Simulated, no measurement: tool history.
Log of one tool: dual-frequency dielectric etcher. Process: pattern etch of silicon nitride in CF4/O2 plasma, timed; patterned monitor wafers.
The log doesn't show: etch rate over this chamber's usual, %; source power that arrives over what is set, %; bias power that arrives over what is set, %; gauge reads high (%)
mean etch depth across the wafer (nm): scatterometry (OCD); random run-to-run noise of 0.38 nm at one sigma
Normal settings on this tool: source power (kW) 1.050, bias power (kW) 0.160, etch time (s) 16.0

run   hour  source power (kW)  bias power (kW)  etch time (s)  wafers since the last listed run  hours since the last wet clean  hours since the last source power generator calibration  hours since the last bias power generator calibration  hours since the last upper electrode change  hours since the gauge calibration  read-back reference wafer on the same gauge, depth_nm  mean etch depth across the wafer (nm)
  1    0.0              1.050            0.160           16.0                                 0                           366.5                                                   2534.3                                                 3601.4                                       3705.7                              321.8                                                   53.2                                   51.9
  2   23.9              1.050            0.160           16.0                               482                           390.4                                                   2558.2                                                 3625.3                                       3729.6                              345.7                                                   53.1                                   50.7
  3   48.0              1.050            0.160           16.0                               486                           414.5                                                   2582.3                                                 3649.4                                       3753.7                              369.8                                                   53.2                                   51.3
  4   73.5              0.900            0.160           16.0                               515                           440.0                                                   2607.8                                                 3674.9                                       3779.2                              395.3                                                   53.1                                   43.7
  5  101.5              0.900            0.160           16.0                               565                           468.0                                                   2635.8                                                 3702.9                                       3807.2                              423.3                                                   53.1                                   43.3
  6  118.6              0.900            0.160           16.0                               345                           485.1                                                   2652.9                                                 3720.0                                       3824.3                              440.4                                                   53.0                                   43.5
  7  134.4              1.180            0.160           16.0                               319                           500.9                                                   2668.7                                                 3735.8                                       3840.1                              456.2                                                   53.2                                   57.1
  8  177.1              1.180            0.160           16.0                               862                           543.6                                                   2711.4                                                 3778.5                                       3882.8                              498.9                                                   53.1                                   56.9
  9  191.4              1.050            0.160           12.0                               288                           557.9                                                   2725.7                                                 3792.8                                       3897.1                              513.2                                                   53.0                                   38.1
 10  203.9              1.050            0.174           16.0                               252                           570.4                                                   2738.2                                                 3805.3                                       3909.6                              525.7                                                   53.1                                   52.2
     243.6  -- wet clean of the chamber
 11  244.1              1.050            0.160           16.0                               327                             0.5                                                   2778.4                                                 3845.5                                       3949.8                              565.9                                                   53.2                                   53.7
 12  259.4              1.230            0.160           16.0                               309                            15.8                                                   2793.7                                                 3860.8                                       3965.1                              581.2                                                   53.2                                   62.7
     276.8  -- source power generator calibrated
 13  286.7              0.930            0.160           16.0                               470                            43.1                                                      9.9                                                 3888.1                                       3992.4                              608.5                                                   53.1                                   46.9
 14  319.3              1.210            0.124           20.5                               658                            75.7                                                     42.5                                                 3920.7                                       4025.0                              641.1                                                   53.0                                   72.7
 15  332.0              0.970            0.196           14.0                               256                            88.4                                                     55.2                                                 3933.4                                       4037.7                              653.8                                                   53.1                                   45.3
 16  353.7              0.940            0.179           16.0                               438                           110.1                                                     76.9                                                 3955.1                                       4059.4                              675.5                                                   53.0                                   48.9
 17  381.0              1.050            0.160           20.0                               551                           137.4                                                    104.2                                                 3982.4                                       4086.7                              702.8                                                   53.1                                   65.7
     414.2  -- gauge calibrated
 18  416.3              1.050            0.160           19.0                               712                           172.7                                                    139.5                                                 4017.7                                       4122.0                                2.1                                                   53.1                                   62.5
     448.3  -- bias power generator calibrated
     462.9  -- upper electrode replaced
 19  463.4              1.120            0.160           18.5                               575                           219.8                                                    186.6                                                   15.1                                          0.5                               49.2                                                   53.1                                   64.5
 20  473.9              1.050            0.160           16.0                               212                           230.3                                                    197.1                                                   25.6                                         11.0                               59.7                                                   53.1                                   52.3
 21  502.2              0.880            0.131           14.5                               571                           258.6                                                    225.4                                                   53.9                                         39.3                               88.0                                                   53.1                                   37.3
 22  517.3              0.920            0.133           14.5                               304                           273.7                                                    240.5                                                   69.0                                         54.4                              103.1                                                   53.0                                   39.3
 23  549.1              1.050            0.191           12.5                               642                           305.5                                                    272.3                                                  100.8                                         86.2                              134.9                                                   53.1                                   42.8
 24  583.8              0.840            0.160           16.0                               700                           340.2                                                    307.0                                                  135.5                                        120.9                              169.6                                                   53.0                                   41.3
 25  615.8              1.160            0.171           16.0                               646                           372.2                                                    339.0                                                  167.5                                        152.9                              201.6                                                   53.2                                   58.2
 26  630.5              1.120            0.160           18.5                               296                           386.9                                                    353.7                                                  182.2                                        167.6                              216.3                                                   53.1                                   63.1
 27  651.7              0.810            0.187           11.0                               428                           408.1                                                    374.9                                                  203.4                                        188.8                              237.5                                                   53.2                                   28.7
 28  670.6              1.120            0.160           18.5                               381                           427.0                                                    393.8                                                  222.3                                        207.7                              256.4                                                   53.1                                   64.3
 29  683.0              1.050            0.160           16.0                               250                           439.4                                                    406.2                                                  234.7                                        220.1                              268.8                                                   53.1                                   51.6

Consider 5 possible next runs. They are alternatives, not a sequence: every one starts from the tool as it was left by run 29. What does each give?
  A  683.4              1.300            0.160           16.0                                 8                           439.8                                                    406.6                                                  235.1                                        220.5                              269.2                                                      ?                                      ?
  B  683.4              0.900            0.160           18.0                                 8                           439.8                                                    406.6                                                  235.1                                        220.5                              269.2                                                      ?                                      ?
  C  683.4              0.910            0.160           16.0                                 8                           439.8                                                    406.6                                                  235.1                                        220.5                              269.2                                                      ?                                      ?
  D  683.4              1.150            0.141           14.5                                 8                           439.8                                                    406.6                                                  235.1                                        220.5                              269.2                                                      ?                                      ?
  E  683.4              1.050            0.134           16.0                                 8                           439.8                                                    406.6                                                  235.1                                        220.5                              269.2                                                      ?                                      ?

run  read-back reference wafer on the same gauge, depth_nm  mean etch depth across the wafer (nm)
  A                                                   53.1                                   63.6
  B                                                   53.1                                   49.6
  C                                                   53.1                                   44.6
  D                                                   53.1                                   49.3
  E                                                   53.1                                   49.0
With no hidden state in the tool, these same runs would have given:
run  mean etch depth across the wafer (nm)
  A                                   66.7
  B                                   52.0
  C                                   46.8
  D                                   51.7
  E                                   51.4

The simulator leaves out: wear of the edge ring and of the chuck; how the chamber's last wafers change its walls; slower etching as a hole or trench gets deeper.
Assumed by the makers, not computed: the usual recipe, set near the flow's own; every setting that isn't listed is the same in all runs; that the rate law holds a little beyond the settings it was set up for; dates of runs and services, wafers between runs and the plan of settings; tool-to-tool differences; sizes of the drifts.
